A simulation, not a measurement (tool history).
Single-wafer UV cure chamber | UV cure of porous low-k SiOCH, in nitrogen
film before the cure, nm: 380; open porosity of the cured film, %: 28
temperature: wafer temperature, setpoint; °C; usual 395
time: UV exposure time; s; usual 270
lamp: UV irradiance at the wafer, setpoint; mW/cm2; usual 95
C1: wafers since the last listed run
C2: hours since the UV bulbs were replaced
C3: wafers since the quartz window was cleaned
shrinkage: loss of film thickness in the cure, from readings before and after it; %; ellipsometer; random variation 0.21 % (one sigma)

Run 1, hour 0.0: usual settings; C1 0; C2 276.1; C3 255. Result: shrinkage 13.616 %.
Run 2, hour 75.3: usual settings; C1 427; C2 351.4; C3 682. Result: shrinkage 13.297 %.
Run 3, hour 159.7: usual settings; C1 479; C2 435.8; C3 1161. Result: shrinkage 13.835 %.
Run 4, hour 232.8: usual settings; C1 414; C2 508.9; C3 1576. Result: shrinkage 13.142 %.
At hour 335.6: quartz window cleaned.
Run 5, hour 337.0: usual settings; C1 546; C2 613.1; C3 8. Result: shrinkage 13.140 %.
Run 6, hour 426.6: usual settings but time 230 s, lamp 80 mW/cm2; C1 508; C2 702.7; C3 516. Result: shrinkage 11.343 %.
Run 7, hour 518.0: usual settings but time 230 s, lamp 80 mW/cm2; C1 518; C2 794.1; C3 1035. Result: shrinkage 11.347 %.
Run 8, hour 585.0: usual settings; C1 380; C2 861.1; C3 1415. Result: shrinkage 13.257 %.
Run 9, hour 621.3: usual settings; C1 206; C2 897.4; C3 1621. Result: shrinkage 12.963 %.
At hour 748.0: quartz window cleaned.
Run 10, hour 889.0: usual settings but time 145 s, lamp 104 mW/cm2; C1 1474; C2 1165.1; C3 800. Result: shrinkage 10.542 %.
Run 11, hour 987.9: usual settings but time 165 s; C1 561; C2 1264.0; C3 1361. Result: shrinkage 10.399 %.
Run 12, hour 1079.3: usual settings but time 215 s, lamp 111 mW/cm2; C1 518; C2 1355.4; C3 1880. Result: shrinkage 12.269 %.
At hour 1122.5: quartz window cleaned.
Run 13, hour 1170.7: usual settings but time 215 s, lamp 111 mW/cm2; C1 473; C2 1446.8; C3 273. Result: shrinkage 12.449 %.
Run 14, hour 1212.4: usual settings; C1 236; C2 1488.5; C3 510. Result: shrinkage 12.880 %.
Run 15, hour 1309.4: usual settings but time 320 s; C1 550; C2 1585.5; C3 1060. Result: shrinkage 13.719 %.
At hour 1424.6: UV bulbs replaced.
Run 16, hour 1425.1: usual settings but time 125 s; C1 611; C2 0.5; C3 1672. Result: shrinkage 8.145 %.
Run 17, hour 1509.9: usual settings but temperature 380 °C, time 350 s; C1 481; C2 85.3; C3 2153. Result: shrinkage 12.540 %.
At hour 1523.0: quartz window cleaned.
Run 18, hour 1557.2: usual settings but temperature 376 °C, time 135 s; C1 223; C2 132.6; C3 194. Result: shrinkage 7.799 %.
Run 19, hour 1606.5: usual settings but time 230 s; C1 279; C2 181.9; C3 474. Result: shrinkage 10.840 %.
Run 20, hour 1693.5: usual settings; C1 493; C2 268.9; C3 967. Result: shrinkage 11.413 %.
Run 21, hour 1764.9: usual settings but temperature 382 °C, time 175 s, lamp 106 mW/cm2; C1 405; C2 340.3; C3 1373. Result: shrinkage 9.186 %.
Run 22, hour 1803.6: usual settings but temperature 411 °C, time 145 s, lamp 114 mW/cm2; C1 219; C2 379.0; C3 1592. Result: shrinkage 9.190 %.
At hour 1860.9: UV bulbs replaced, repeated, since the last time left the tool worse.
Run 23, hour 1861.4: usual settings but time 210 s; C1 282; C2 0.5; C3 1875. Result: shrinkage 12.246 %.
At hour 1905.0: quartz window cleaned.
Run 24, hour 1917.8: usual settings; C1 274; C2 56.9; C3 72. Result: shrinkage 13.806 %.
Run 25, hour 2017.6: usual settings but time 325 s, lamp 66 mW/cm2; C1 566; C2 156.7; C3 639. Result: shrinkage 12.790 %.
Run 26, hour 2076.9: usual settings but temperature 375 °C, lamp 77 mW/cm2; C1 336; C2 216.0; C3 975. Result: shrinkage 11.702 %.
Run 27, hour 2155.9: usual settings but time 365 s; C1 448; C2 295.0; C3 1424. Result: shrinkage 14.866 %.

Forecast each of these 5 alternatives for the next run:
Run A, hour 2156.4: usual settings but time 225 s; C1 2; C2 295.5; C3 1427. Result: shrinkage ?.
Run B, hour 2156.4: usual settings but temperature 413 °C; C1 2; C2 295.5; C3 1427. Result: shrinkage ?.
Run C, hour 2156.4: usual settings but temperature 406 °C, time 425 s; C1 2; C2 295.5; C3 1427. Result: shrinkage ?.
Run D, hour 2156.4: usual settings but temperature 404 °C, time 150 s, lamp 135 mW/cm2; C1 2; C2 295.5; C3 1427. Result: shrinkage ?.
Run E, hour 2156.4: usual settings but temperature 379 °C, time 195 s, lamp 131 mW/cm2; C1 2; C2 295.5; C3 1427. Result: shrinkage ?.

run  shrinkage
  A     12.110
  B     13.345
  C     15.516
  D     12.015
  E     12.669
Without the tool's hidden state the same runs would have given:
run  shrinkage
  A     12.728
  B     13.977
  C     16.169
  D     12.632
  E     13.294
